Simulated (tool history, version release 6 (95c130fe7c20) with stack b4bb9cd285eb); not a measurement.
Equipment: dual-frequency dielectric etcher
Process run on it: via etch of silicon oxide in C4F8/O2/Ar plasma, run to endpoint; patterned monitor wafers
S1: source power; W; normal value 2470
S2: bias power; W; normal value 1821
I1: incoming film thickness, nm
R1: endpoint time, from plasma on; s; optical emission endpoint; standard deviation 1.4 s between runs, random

run	hour	S1	S2	I1	R1
1	0	2470	1821	1550.5	286.4
2	49.9	2470	1821	1546.1	284.6
3	173.6	2470	1821	1562.4	285.5
4	264.8	2470	1821	1548.8	281.8
5	315.7	2470	1821	1548	277.8
6	408.7	2470	1821	1574	282.5
7	479.4	2470	1821	1546.2	276
8	540.2	2090	1482	1551.7	318.5
# hour 565.8: source power generator calibrated
# hour 579.9: wet clean of the chamber
9	594.2	2090	1482	1571.6	320.1
10	636.5	2880	1921	1554.6	243.4
# hour 682.6: bias power generator calibrated
11	683.1	2880	1921	1557.4	242.5
12	731.9	2760	1558	1564.8	260.3
13	791.3	2470	1551	1550.7	275.8
# hour 823.8: wet clean of the chamber, repeated, since the last time left the tool worse
14	889.4	2470	1821	1560.9	286.1
15	950.9	2470	2103	1555.5	278.3
16	1006	2250	1983	1550.5	296.2
17	1045.6	2120	1627	1556.6	320.8
18	1084.6	2860	1648	1557.2	260.7
19	1162.1	2090	1482	1567.3	330.7
# hour 1238.6: upper electrode replaced
20	1239.9	2290	1460	1569.5	309.5
21	1318	2470	1821	1578.6	282.7
# hour 1347.3: wet clean of the chamber
22	1392.3	2470	1821	1572.8	289.8
23	1581.7	1990	2164	1567.5	319.1

A few steps of R1 between consecutive runs. Split each: what settings, incoming material and random variation would produce without the hidden state, and what is left over for the hidden state, along with gauge scatter present in only one of the two compared results (measured, and without hidden state):
The hidden state here: etch rate over this chamber's usual, %; source power that arrives over what is set, %; bias power that arrives over what is set, %.
Run 9 -> 10: S1 2090 -> 2880, S2 1482 -> 1921. R1 -76.7 s: hidden state +3.7, all else -80.4.
Run 13 -> 14: S2 1551 -> 1821, wet clean of the chamber, repeated, since the last time left the tool worse. R1 +10.3 s: hidden state +18.1, all else -7.8.
Run 18 -> 19: S1 2860 -> 2090, S2 1648 -> 1482. R1 +70 s: hidden state -2.5, all else +72.5.
Run 21 -> 22: wet clean of the chamber. R1 +7.1 s: hidden state +7.3, all else -0.2.
